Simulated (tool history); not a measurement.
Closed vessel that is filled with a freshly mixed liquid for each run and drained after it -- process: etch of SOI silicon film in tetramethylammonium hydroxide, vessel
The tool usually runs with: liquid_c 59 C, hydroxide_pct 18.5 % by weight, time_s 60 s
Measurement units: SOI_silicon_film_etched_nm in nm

| run | day | liquid_c | hydroxide_pct | time_s | read-back film thickness of the SOI silicon film reference wafer, read on the same gauge (nm) | SOI_silicon_film_etched_nm |
|---|---|---|---|---|---|---|
| 1 | 0 | 59 | 18.5 | 60 | 109.99 | 185.83 |
| 2 | 2.15 | 59 | 18.5 | 60 | 110.01 | 186.09 |
| 3 | 4.308 | 59 | 18.5 | 60 | 110 | 185.53 |
| 4 | 6.725 | 59 | 18.5 | 50 | 110 | 155.64 |
| 5 | 12.621 | 59 | 18.5 | 50 | 109.98 | 155.19 |
| 6 | 14.375 | 59 | 18.5 | 60 | 109.99 | 187.28 |
|  | 15.662 | thermometer replaced |
| 7 | 15.833 | 59 | 18.5 | 60 | 110 | 188.38 |
| 8 | 17.812 | 59 | 18.5 | 60 | 109.99 | 188.06 |
|  | 19.288 | hydroxide flow meter replaced |
| 9 | 19.812 | 59 | 18.5 | 60 | 110 | 182.39 |
| 10 | 21.117 | 59 | 18.5 | 60 | 110.01 | 183.32 |
|  | 21.967 | gauge calibrated |
| 11 | 24.033 | 59 | 18.5 | 60 | 110.01 | 183.03 |
| 12 | 26.158 | 59 | 18.5 | 60 | 109.98 | 184.51 |
| 13 | 27.938 | 59 | 15 | 70 | 110.01 | 231.37 |
| 14 | 30.438 | 63 | 17 | 45 | 110.02 | 183.28 |
| 15 | 31.992 | 52.5 | 23.5 | 60 | 109.98 | 105.34 |
| 16 | 34.571 | 64.5 | 16 | 30 | 109.99 | 136.94 |
| 17 | 36.538 | 59 | 18.5 | 60 | 110.01 | 185.76 |
| 18 | 38.367 | 55.5 | 18.5 | 60 | 110.01 | 148.08 |
| 19 | 39.433 | 59 | 18.5 | 40 | 109.98 | 123.62 |
| 20 | 42.029 | 64 | 22.5 | 90 | 110.02 | 344.91 |
| 21 | 44.138 | 67 | 23 | 45 | 109.98 | 204.82 |
| 22 | 45.183 | 63 | 17 | 45 | 110.01 | 185.2 |

Predict each of these 4 candidate next runs independently; none follows another, all start after run 22:
| A | 45.212 | 59 | 18.5 | 60 | ? | ? |
| B | 45.212 | 59 | 23.5 | 80 | ? | ? |
| C | 45.212 | 65 | 18.5 | 60 | ? | ? |
| D | 45.212 | 52.5 | 18.5 | 85 | ? | ? |

| run | read-back film thickness of the SOI silicon film reference wafer, read on the same gauge (nm) | SOI_silicon_film_etched_nm |
|---|---|---|
| A | 109.99 | 186.82 |
| B | 109.99 | 219.59 |
| C | 109.99 | 270.4 |
| D | 109.99 | 174.17 |
Stripped of hidden state, with their random variation kept, the same runs would have yielded:
| run | SOI_silicon_film_etched_nm |
|---|---|
| A | 183.65 |
| B | 209.17 |
| C | 265.81 |
| D | 171.22 |

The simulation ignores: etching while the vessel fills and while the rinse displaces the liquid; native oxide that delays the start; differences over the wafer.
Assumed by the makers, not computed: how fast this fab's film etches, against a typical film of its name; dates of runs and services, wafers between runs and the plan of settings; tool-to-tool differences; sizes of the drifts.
